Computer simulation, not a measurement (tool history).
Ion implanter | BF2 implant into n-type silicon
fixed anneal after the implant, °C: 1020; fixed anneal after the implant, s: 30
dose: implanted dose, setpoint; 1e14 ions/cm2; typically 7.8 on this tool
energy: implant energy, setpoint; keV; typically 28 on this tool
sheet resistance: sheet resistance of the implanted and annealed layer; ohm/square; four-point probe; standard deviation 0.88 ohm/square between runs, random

| run | hour | dose | energy | wafers since the last listed run | hours since the last dose calibration | hours since the extraction supply was calibrated | hours since the gauge calibration | read-back reference wafer on the same gauge, sheet resistance | sheet resistance |
|---|---|---|---|---|---|---|---|---|---|
| 1 | 0 | 7.8 | 28 | 0 | 644.2 | 5315.4 | 988.6 | 191.18 | 173.87 |
| 2 | 44.7 | 7.8 | 28 | 709 | 688.9 | 5360.1 | 1033.3 | 191.31 | 174.5 |
| 3 | 145.4 | 7.8 | 28 | 1598 | 789.6 | 5460.8 | 1134 | 190.9 | 174.6 |
| 4 | 223.9 | 7.8 | 28 | 1246 | 868.1 | 5539.3 | 1212.5 | 191.08 | 173.35 |
| 5 | 284 | 6.53 | 21.5 | 954 | 928.2 | 5599.4 | 1272.6 | 191.23 | 207.93 |
|  | 300.6 | Faraday cup replaced and dose calibrated |
| 6 | 370 | 6.53 | 21.5 | 1238 | 69.4 | 5685.4 | 1358.6 | 190.68 | 206.05 |
| 7 | 429.2 | 6.71 | 28 | 939 | 128.6 | 5744.6 | 1417.8 | 191 | 193.89 |
|  | 594.5 | gauge calibrated |
| 8 | 711.6 | 9.29 | 28 | 4483 | 411 | 6027 | 117.1 | 190.87 | 155.48 |
| 9 | 778.8 | 9.29 | 28 | 1066 | 478.2 | 6094.2 | 184.3 | 191.16 | 154.63 |
| 10 | 823.7 | 7.8 | 28 | 712 | 523.1 | 6139.1 | 229.2 | 190.76 | 174.14 |
| 11 | 907.2 | 7.8 | 28 | 1325 | 606.6 | 6222.6 | 312.7 | 190.79 | 174.17 |
|  | 941.1 | extraction supply calibrated |
| 12 | 1009 | 7.8 | 25 | 1489 | 708.4 | 67.9 | 414.5 | 190.88 | 179.34 |
| 13 | 1060 | 7.8 | 25 | 809 | 759.4 | 118.9 | 465.5 | 191.23 | 178.57 |
| 14 | 1104.2 | 6.81 | 28 | 701 | 803.6 | 163.1 | 509.7 | 191.47 | 192.72 |
| 15 | 1211 | 8.63 | 28 | 1695 | 910.4 | 269.9 | 616.5 | 190.88 | 162.92 |
|  | 1315.5 | Faraday cup replaced and dose calibrated |
| 16 | 1317.6 | 8.63 | 28 | 1565 | 2.1 | 376.5 | 723.1 | 190.87 | 162.38 |
| 17 | 1359.5 | 7.8 | 28 | 665 | 44 | 418.4 | 765 | 190.7 | 173.79 |
| 18 | 1566.4 | 8.52 | 31 | 3284 | 250.9 | 625.3 | 971.9 | 190.85 | 162.33 |
| 19 | 1655.6 | 7.8 | 25 | 1416 | 340.1 | 714.5 | 1061.1 | 190.94 | 178.74 |
| 20 | 1715.6 | 7.8 | 24.5 | 952 | 400.1 | 774.5 | 1121.1 | 190.52 | 179.28 |
| 21 | 1820.2 | 7.8 | 28 | 1660 | 504.7 | 879.1 | 1225.7 | 190.92 | 175.56 |
| 22 | 1897.8 | 5.59 | 21 | 1231 | 582.3 | 956.7 | 1303.3 | 191.07 | 235.01 |
| 23 | 1956.1 | 7.8 | 28 | 925 | 640.6 | 1015 | 1361.6 | 191.05 | 173.95 |
| 24 | 2040.8 | 9.56 | 36 | 1344 | 725.3 | 1099.7 | 1446.3 | 190.54 | 143.51 |
|  | 2043.2 | gauge calibrated |
| 25 | 2116.8 | 7.8 | 24.5 | 1206 | 801.3 | 1175.7 | 73.6 | 191.07 | 179.58 |
| 26 | 2176.6 | 8.45 | 34.5 | 949 | 861.1 | 1235.5 | 133.4 | 191.29 | 159.92 |
| 27 | 2391.7 | 7.8 | 28 | 3414 | 1076.2 | 1450.6 | 348.5 | 191.26 | 174.49 |
|  | 2458.3 | Faraday cup replaced and dose calibrated |
| 28 | 2476.2 | 9.46 | 37.5 | 1214 | 17.9 | 1535.1 | 433 | 191.24 | 144.71 |
| 29 | 2561.3 | 6.59 | 20 | 1350 | 103 | 1620.2 | 518.1 | 191.2 | 210.32 |
| 30 | 2618.3 | 5.89 | 19.5 | 904 | 160 | 1677.2 | 575.1 | 191.3 | 228.66 |
| 31 | 2664.3 | 9.43 | 36 | 730 | 206 | 1723.2 | 621.1 | 191.21 | 144.2 |
| 32 | 2749.3 | 6.23 | 22 | 1349 | 291 | 1808.2 | 706.1 | 191.04 | 216.39 |

For each run, what was the tool's unlogged condition?
deviation of the true dose from the Faraday cup's reading, %: 0 across all the runs
deviation of the true energy from its setpoint, %: 0 across all the runs
gauge reads high (%): 0 across all the runs
